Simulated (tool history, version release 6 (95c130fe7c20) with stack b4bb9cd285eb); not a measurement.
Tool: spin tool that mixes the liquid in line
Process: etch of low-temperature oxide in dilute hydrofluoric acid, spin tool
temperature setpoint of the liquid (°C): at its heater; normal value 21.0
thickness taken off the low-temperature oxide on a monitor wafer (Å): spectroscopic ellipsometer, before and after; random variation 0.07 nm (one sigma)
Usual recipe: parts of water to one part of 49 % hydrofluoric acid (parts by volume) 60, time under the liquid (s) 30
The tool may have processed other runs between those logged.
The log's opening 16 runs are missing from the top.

run   hour  temperature setpoint of the liquid (°C)  parts of water to one part of 49 % hydrofluoric acid (parts by volume)  time under the liquid (s)  read-back film thickness of the low-temperature oxide reference wafer, read on the same gauge (nm)  thickness taken off the low-temperature oxide on a monitor wafer (Å)
 17  412.3                                     21.0                                                                      60                         30                                                                                               59.99                                                                 115.9
 18  434.4                                     21.0                                                                      60                         30                                                                                               59.99                                                                 115.8
 19  518.6                                     21.0                                                                      70                         15                                                                                               59.96                                                                  48.6
     550.1  -- gauge calibrated
 20  550.6                                     21.0                                                                      30                         20                                                                                               60.00                                                                 159.7
 21  566.7                                     17.5                                                                      60                         50                                                                                               59.98                                                                 166.8
 22  595.8                                     21.0                                                                      60                         30                                                                                               60.02                                                                 115.8
 23  628.9                                     23.0                                                                      40                         30                                                                                               60.03                                                                 192.5
 24  643.4                                     17.0                                                                      45                         15                                                                                               60.03                                                                  66.0
 25  661.4                                     21.0                                                                      60                         30                                                                                               60.03                                                                 115.6
 26  695.5                                     21.0                                                                      60                         35                                                                                               60.06                                                                 132.3
 27  712.5                                     21.0                                                                      60                         30                                                                                               60.03                                                                 115.1
 28  734.4                                     21.0                                                                      60                         30                                                                                               59.99                                                                 114.9
 29  761.2                                     22.5                                                                      70                         30                                                                                               59.98                                                                 104.2
 30  795.1                                     18.5                                                                      60                         30                                                                                               59.98                                                                 104.0
 31  812.6                                     22.5                                                                      40                         20                                                                                               60.03                                                                 125.5

Forecast run 32:
 32  840.9                                     26.0                                                                      80                         45                                                                                                   ?                                                                     ?

Logged for run 32: read-back film thickness of the low-temperature oxide reference wafer, read on the same gauge (nm) 60.02, thickness taken off the low-temperature oxide on a monitor wafer (Å) 155.1.
The same run, on a tool lacking any hidden state, would have yielded thickness taken off the low-temperature oxide on a monitor wafer (Å) 158.7.
